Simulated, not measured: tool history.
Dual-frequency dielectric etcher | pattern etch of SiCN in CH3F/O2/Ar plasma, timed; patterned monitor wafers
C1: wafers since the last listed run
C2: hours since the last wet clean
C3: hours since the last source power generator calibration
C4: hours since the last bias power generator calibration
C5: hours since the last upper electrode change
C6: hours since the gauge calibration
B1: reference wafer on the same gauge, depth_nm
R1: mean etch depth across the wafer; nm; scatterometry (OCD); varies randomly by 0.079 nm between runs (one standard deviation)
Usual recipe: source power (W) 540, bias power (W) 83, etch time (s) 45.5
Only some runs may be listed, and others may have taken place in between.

run 1 hour=0 | source_power_(W)=580 bias_power_(W)=83 etch_time_(s)=45.5 | C1=0 C2=521.9 C3=1482.2 C4=1861.7 C5=3103.5 C6=1969.7 | B1=18.93 | R1=18.3
run 2 hour=63.4 | source_power_(W)=540 bias_power_(W)=95 etch_time_(s)=48 | C1=938 C2=585.3 C3=1545.6 C4=1925.1 C5=3166.9 C6=2033.1 | B1=18.89 | R1=20.32
run 3 hour=105.8 | source_power_(W)=470 bias_power_(W)=83 etch_time_(s)=50 | C1=627 C2=627.7 C3=1588 C4=1967.5 C5=3209.3 C6=2075.5 | B1=18.88 | R1=18.79
run 4 hour=143.7 | source_power_(W)=470 bias_power_(W)=83 etch_time_(s)=50 | C1=560 C2=665.6 C3=1625.9 C4=2005.4 C5=3247.2 C6=2113.4 | B1=18.87 | R1=18.91
-- hour=176.4 wet clean of the chamber
run 5 hour=223 | source_power_(W)=540 bias_power_(W)=75 etch_time_(s)=35.5 | C1=818 C2=46.6 C3=1705.2 C4=2084.7 C5=3326.5 C6=2192.7 | B1=18.89 | R1=13.28
run 6 hour=306.1 | source_power_(W)=540 bias_power_(W)=83 etch_time_(s)=45.5 | C1=1229 C2=129.7 C3=1788.3 C4=2167.8 C5=3409.6 C6=2275.8 | B1=18.82 | R1=17.91
run 7 hour=409.2 | source_power_(W)=430 bias_power_(W)=92 etch_time_(s)=56 | C1=1525 C2=232.8 C3=1891.4 C4=2270.9 C5=3512.7 C6=2378.9 | B1=18.84 | R1=21.25
run 8 hour=491.9 | source_power_(W)=440 bias_power_(W)=97 etch_time_(s)=50 | C1=1223 C2=315.5 C3=1974.1 C4=2353.6 C5=3595.4 C6=2461.6 | B1=18.86 | R1=19.57
-- hour=584.8 upper electrode replaced
run 9 hour=585.3 | source_power_(W)=430 bias_power_(W)=83 etch_time_(s)=50 | C1=1026 C2=408.9 C3=2067.5 C4=2447 C5=0.5 C6=2555 | B1=18.84 | R1=17.92
run 10 hour=658.4 | source_power_(W)=410 bias_power_(W)=63 etch_time_(s)=52.5 | C1=1081 C2=482 C3=2140.6 C4=2520.1 C5=73.6 C6=2628.1 | B1=18.83 | R1=16.3
run 11 hour=703.7 | source_power_(W)=540 bias_power_(W)=91 etch_time_(s)=45.5 | C1=670 C2=527.3 C3=2185.9 C4=2565.4 C5=118.9 C6=2673.4 | B1=18.84 | R1=18.72
run 12 hour=742.5 | source_power_(W)=630 bias_power_(W)=76 etch_time_(s)=53.5 | C1=574 C2=566.1 C3=2224.7 C4=2604.2 C5=157.7 C6=2712.2 | B1=18.81 | R1=21.39
run 13 hour=807.7 | source_power_(W)=540 bias_power_(W)=78 etch_time_(s)=51 | C1=964 C2=631.3 C3=2289.9 C4=2669.4 C5=222.9 C6=2777.4 | B1=18.81 | R1=19.51
-- hour=860.7 wet clean of the chamber
run 14 hour=865.4 | source_power_(W)=620 bias_power_(W)=83 etch_time_(s)=45.5 | C1=498 C2=4.7 C3=2347.6 C4=2727.1 C5=280.6 C6=2835.1 | B1=18.81 | R1=18.86
-- hour=890.7 bias power generator calibrated
run 15 hour=954.7 | source_power_(W)=610 bias_power_(W)=97 etch_time_(s)=41 | C1=1262 C2=94 C3=2436.9 C4=64 C5=369.9 C6=2924.4 | B1=18.82 | R1=18.25
-- hour=1006.2 source power generator calibrated
-- hour=1009.2 gauge calibrated
run 16 hour=1058.3 | source_power_(W)=540 bias_power_(W)=83 etch_time_(s)=45.5 | C1=1473 C2=197.6 C3=52.1 C4=167.6 C5=473.5 C6=49.1 | B1=19.41 | R1=18.5
run 17 hour=1126.5 | source_power_(W)=540 bias_power_(W)=68 etch_time_(s)=49.5 | C1=1009 C2=265.8 C3=120.3 C4=235.8 C5=541.7 C6=117.3 | B1=19.38 | R1=18.17
run 18 hour=1179.4 | source_power_(W)=640 bias_power_(W)=83 etch_time_(s)=45.5 | C1=782 C2=318.7 C3=173.2 C4=288.7 C5=594.6 C6=170.2 | B1=19.34 | R1=19.72
run 19 hour=1262.9 | source_power_(W)=630 bias_power_(W)=64 etch_time_(s)=59 | C1=1235 C2=402.2 C3=256.7 C4=372.2 C5=678.1 C6=253.7 | B1=19.27 | R1=22.31
run 20 hour=1411.4 | source_power_(W)=500 bias_power_(W)=70 etch_time_(s)=52.5 | C1=2197 C2=550.7 C3=405.2 C4=520.7 C5=826.6 C6=402.2 | B1=19.17 | R1=18.92
run 21 hour=1487.7 | source_power_(W)=540 bias_power_(W)=83 etch_time_(s)=45.5 | C1=1128 C2=627 C3=481.5 C4=597 C5=902.9 C6=478.5 | B1=19.13 | R1=18.16
-- hour=1552.9 wet clean of the chamber
run 22 hour=1585 | source_power_(W)=490 bias_power_(W)=71 etch_time_(s)=50 | C1=1084 C2=32.1 C3=578.8 C4=694.3 C5=1000.2 C6=575.8 | B1=19.08 | R1=17.82
run 23 hour=1629.4 | source_power_(W)=540 bias_power_(W)=95 etch_time_(s)=45.5 | C1=656 C2=76.5 C3=623.2 C4=738.7 C5=1044.6 C6=620.2 | B1=19.06 | R1=19.42
run 24 hour=1715.7 | source_power_(W)=540 bias_power_(W)=83 etch_time_(s)=55.5 | C1=1276 C2=162.8 C3=709.5 C4=825 C5=1130.9 C6=706.5 | B1=19.03 | R1=22.02

Run 25 comes next. What will it give?
run 25 hour=1781.4 | source_power_(W)=540 bias_power_(W)=83 etch_time_(s)=45.5 | C1=972 C2=228.5 C3=775.2 C4=890.7 C5=1196.6 C6=772.2 | B1=? | R1=?

Run 25 produced B1 19, R1 18.04 nm.
The same run, on a tool lacking any hidden state, would have yielded R1 18.52 nm.
